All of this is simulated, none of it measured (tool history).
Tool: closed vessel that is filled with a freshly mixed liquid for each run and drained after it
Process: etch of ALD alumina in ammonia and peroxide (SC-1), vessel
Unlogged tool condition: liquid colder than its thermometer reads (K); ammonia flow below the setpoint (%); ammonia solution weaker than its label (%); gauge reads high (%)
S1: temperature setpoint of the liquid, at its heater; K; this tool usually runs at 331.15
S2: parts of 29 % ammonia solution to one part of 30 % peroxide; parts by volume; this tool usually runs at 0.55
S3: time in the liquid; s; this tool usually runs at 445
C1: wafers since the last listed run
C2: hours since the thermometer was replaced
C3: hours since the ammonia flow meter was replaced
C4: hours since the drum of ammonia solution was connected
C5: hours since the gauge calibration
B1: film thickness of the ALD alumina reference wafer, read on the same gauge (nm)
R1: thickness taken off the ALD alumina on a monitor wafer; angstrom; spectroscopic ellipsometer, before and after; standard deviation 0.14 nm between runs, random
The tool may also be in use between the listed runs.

{"run": 1, "day": 0.0, "S1": 331.15, "S2": 0.55, "S3": 445, "C1": 0, "C2": 2172, "C3": 2369.4, "C4": 347.2, "C5": 247.3, "B1": 140.02, "R1": 382.9}
{"run": 2, "day": 0.525, "S1": 331.15, "S2": 0.55, "S3": 445, "C1": 1159, "C2": 2184.6, "C3": 2382, "C4": 359.8, "C5": 259.9, "B1": 140, "R1": 381.8}
{"run": 3, "day": 0.812, "S1": 331.15, "S2": 0.55, "S3": 445, "C1": 635, "C2": 2191.5, "C3": 2388.9, "C4": 366.7, "C5": 266.8, "B1": 140.01, "R1": 379.6}
{"run": 4, "day": 1.529, "S1": 331.15, "S2": 0.55, "S3": 445, "C1": 1582, "C2": 2208.7, "C3": 2406.1, "C4": 383.9, "C5": 284, "B1": 140.01, "R1": 380.3}
{"run": 5, "day": 2.112, "S1": 331.15, "S2": 0.55, "S3": 445, "C1": 1288, "C2": 2222.7, "C3": 2420.1, "C4": 397.9, "C5": 298, "B1": 139.98, "R1": 382.5}
{"run": 6, "day": 3.871, "S1": 331.15, "S2": 0.55, "S3": 445, "C1": 3883, "C2": 2264.9, "C3": 2462.3, "C4": 440.1, "C5": 340.2, "B1": 140, "R1": 379.6}
{"day": 3.879, "done": "gauge calibrated"}
{"day": 3.938, "done": "new drum of ammonia solution connected"}
{"run": 7, "day": 4.479, "S1": 331.15, "S2": 0.55, "S3": 445, "C1": 1251, "C2": 2279.5, "C3": 2476.9, "C4": 13, "C5": 14.4, "B1": 139.99, "R1": 380}
{"run": 8, "day": 5.167, "S1": 331.15, "S2": 0.55, "S3": 445, "C1": 1518, "C2": 2296, "C3": 2493.4, "C4": 29.5, "C5": 30.9, "B1": 140.02, "R1": 381.3}
{"run": 9, "day": 5.658, "S1": 331.15, "S2": 0.55, "S3": 600, "C1": 1086, "C2": 2307.8, "C3": 2505.2, "C4": 41.3, "C5": 42.7, "B1": 140, "R1": 510.9}
{"day": 5.792, "done": "ammonia flow meter replaced"}
{"run": 10, "day": 6.171, "S1": 334.15, "S2": 0.55, "S3": 445, "C1": 1039, "C2": 2320.1, "C3": 9.1, "C4": 53.6, "C5": 55, "B1": 140, "R1": 442.9}
{"run": 11, "day": 6.642, "S1": 331.15, "S2": 0.35, "S3": 445, "C1": 1039, "C2": 2331.4, "C3": 20.4, "C4": 64.9, "C5": 66.3, "B1": 140, "R1": 362.9}
{"run": 12, "day": 7.212, "S1": 331.15, "S2": 0.55, "S3": 445, "C1": 1260, "C2": 2345.1, "C3": 34.1, "C4": 78.6, "C5": 80, "B1": 140, "R1": 379.7}
{"run": 13, "day": 7.846, "S1": 324.15, "S2": 0.7, "S3": 275, "C1": 1398, "C2": 2360.3, "C3": 49.3, "C4": 93.8, "C5": 95.2, "B1": 140.02, "R1": 163.4}

Expected results for the next run?
{"day": 8.033, "done": "thermometer replaced"}
{"run": 14, "day": 8.375, "S1": 331.15, "S2": 0.8, "S3": 635, "C1": 1076, "C2": 8.2, "C3": 62, "C4": 106.5, "C5": 107.9, "B1": "?", "R1": "?"}

Run 14 gave B1 139.99, R1 641.1 angstrom.
Had the tool carried no hidden state, the very same run would have given R1 645.1 angstrom.
